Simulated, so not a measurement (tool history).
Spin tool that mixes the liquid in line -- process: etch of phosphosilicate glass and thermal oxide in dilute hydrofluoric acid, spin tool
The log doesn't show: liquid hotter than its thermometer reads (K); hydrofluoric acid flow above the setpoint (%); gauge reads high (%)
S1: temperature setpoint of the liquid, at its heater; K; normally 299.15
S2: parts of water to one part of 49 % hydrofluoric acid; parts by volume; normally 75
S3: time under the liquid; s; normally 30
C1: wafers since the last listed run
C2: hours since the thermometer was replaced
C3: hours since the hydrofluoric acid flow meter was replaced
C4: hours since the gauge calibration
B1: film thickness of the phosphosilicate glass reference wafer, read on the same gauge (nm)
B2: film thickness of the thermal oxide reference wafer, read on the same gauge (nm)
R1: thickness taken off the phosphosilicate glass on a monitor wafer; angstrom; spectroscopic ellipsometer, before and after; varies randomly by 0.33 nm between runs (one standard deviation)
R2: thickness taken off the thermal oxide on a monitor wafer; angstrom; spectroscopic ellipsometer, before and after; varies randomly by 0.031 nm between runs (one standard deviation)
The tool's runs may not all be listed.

run 1 hour=0.0 | S1=299.15 S2=75 S3=40 | C1=0 C2=230.5 C3=2002.4 C4=316.6 | B1=119.99 B2=49.984 | R1=503.4 R2=30.04
run 2 hour=34.1 | S1=299.15 S2=65 S3=30 | C1=556 C2=264.6 C3=2036.5 C4=350.7 | B1=120.00 B2=50.012 | R1=440.0 R2=26.31
run 3 hour=47.8 | S1=299.15 S2=75 S3=30 | C1=223 C2=278.3 C3=2050.2 C4=364.4 | B1=119.99 B2=49.986 | R1=372.0 R2=22.07
run 4 hour=75.4 | S1=299.15 S2=75 S3=30 | C1=450 C2=305.9 C3=2077.8 C4=392.0 | B1=120.00 B2=50.008 | R1=379.3 R2=22.64
run 5 hour=104.3 | S1=299.15 S2=75 S3=30 | C1=472 C2=334.8 C3=2106.7 C4=420.9 | B1=119.97 B2=49.984 | R1=379.2 R2=22.54
run 6 hour=117.6 | S1=296.65 S2=75 S3=30 | C1=217 C2=348.1 C3=2120.0 C4=434.2 | B1=120.00 B2=49.997 | R1=343.0 R2=20.87
run 7 hour=135.6 | S1=296.65 S2=75 S3=30 | C1=294 C2=366.1 C3=2138.0 C4=452.2 | B1=120.02 B2=50.024 | R1=341.8 R2=20.66
run 8 hour=147.7 | S1=299.15 S2=75 S3=30 | C1=197 C2=378.2 C3=2150.1 C4=464.3 | B1=120.01 B2=50.023 | R1=385.8 R2=23.62
run 9 hour=174.2 | S1=297.65 S2=75 S3=30 | C1=432 C2=404.7 C3=2176.6 C4=490.8 | B1=120.00 B2=49.968 | R1=363.3 R2=21.74
run 10 hour=201.2 | S1=297.65 S2=75 S3=30 | C1=441 C2=431.7 C3=2203.6 C4=517.8 | B1=119.97 B2=50.016 | R1=366.2 R2=21.80
run 11 hour=218.0 | S1=299.15 S2=50 S3=20 | C1=274 C2=448.5 C3=2220.4 C4=534.6 | B1=120.01 B2=50.015 | R1=395.1 R2=24.57
run 12 hour=248.5 | S1=299.15 S2=75 S3=30 | C1=498 C2=479.0 C3=2250.9 C4=565.1 | B1=120.02 B2=50.008 | R1=389.7 R2=23.58
run 13 hour=283.3 | S1=299.15 S2=90 S3=15 | C1=568 C2=513.8 C3=2285.7 C4=599.9 | B1=120.00 B2=50.041 | R1=159.2 R2=9.47
run 14 hour=305.9 | S1=304.15 S2=75 S3=40 | C1=369 C2=536.4 C3=2308.3 C4=622.5 | B1=120.01 B2=49.996 | R1=633.3 R2=38.39
-- hour=307.5 thermometer replaced
run 15 hour=318.2 | S1=299.15 S2=75 S3=30 | C1=184 C2=10.7 C3=2320.6 C4=634.8 | B1=120.03 B2=49.962 | R1=354.8 R2=21.18
run 16 hour=331.1 | S1=296.65 S2=110 S3=40 | C1=210 C2=23.6 C3=2333.5 C4=647.7 | B1=119.96 B2=50.000 | R1=286.4 R2=17.23
-- hour=342.8 gauge calibrated
run 17 hour=348.6 | S1=302.65 S2=95 S3=30 | C1=285 C2=41.1 C3=2351.0 C4=5.8 | B1=120.01 B2=50.026 | R1=312.4 R2=19.17
run 18 hour=380.7 | S1=302.65 S2=55 S3=40 | C1=524 C2=73.2 C3=2383.1 C4=37.9 | B1=120.03 B2=50.021 | R1=782.6 R2=45.67
run 19 hour=409.9 | S1=296.65 S2=45 S3=45 | C1=476 C2=102.4 C3=2412.3 C4=67.1 | B1=119.96 B2=49.967 | R1=857.6 R2=50.80
-- hour=415.5 hydrofluoric acid flow meter replaced
run 20 hour=429.4 | S1=299.15 S2=105 S3=20 | C1=302 C2=121.9 C3=13.9 C4=86.6 | B1=120.00 B2=50.006 | R1=168.4 R2=9.74
run 21 hour=443.8 | S1=302.65 S2=105 S3=15 | C1=235 C2=136.3 C3=28.3 C4=101.0 | B1=120.01 B2=49.979 | R1=144.2 R2=8.67
run 22 hour=459.0 | S1=297.15 S2=75 S3=30 | C1=248 C2=151.5 C3=43.5 C4=116.2 | B1=120.01 B2=49.994 | R1=343.3 R2=20.07
run 23 hour=477.8 | S1=299.15 S2=50 S3=20 | C1=307 C2=170.3 C3=62.3 C4=135.0 | B1=119.99 B2=49.998 | R1=383.7 R2=22.85
run 24 hour=499.4 | S1=301.65 S2=50 S3=15 | C1=352 C2=191.9 C3=83.9 C4=156.6 | B1=119.98 B2=49.950 | R1=318.3 R2=19.33
run 25 hour=515.1 | S1=299.15 S2=75 S3=30 | C1=256 C2=207.6 C3=99.6 C4=172.3 | B1=120.01 B2=50.027 | R1=365.8 R2=22.47
run 26 hour=531.9 | S1=303.65 S2=75 S3=40 | C1=274 C2=224.4 C3=116.4 C4=189.1 | B1=120.00 B2=50.008 | R1=585.0 R2=34.81

Below are 3 alternative next runs, each starting from the tool's condition after run 26. Predict each:
run A hour=532.3 | S1=299.15 S2=75 S3=30 | C1=6 C2=224.8 C3=116.8 C4=189.5 | B1=? B2=? | R1=? R2=?
run B hour=532.3 | S1=299.15 S2=50 S3=25 | C1=6 C2=224.8 C3=116.8 C4=189.5 | B1=? B2=? | R1=? R2=?
run C hour=532.3 | S1=295.15 S2=40 S3=40 | C1=6 C2=224.8 C3=116.8 C4=189.5 | B1=? B2=? | R1=? R2=?

run=A B1=120.03 B2=49.962 R1=370.1 R2=21.95
run=B B1=120.03 B2=49.962 R1=479.3 R2=28.42
run=C B1=120.03 B2=49.962 R1=825.1 R2=48.93
Without the tool's unlogged condition, the same runs would have read:
run=A R1=352.3 R2=20.89
run=B R1=455.7 R2=27.03
run=C R1=783.0 R2=46.43
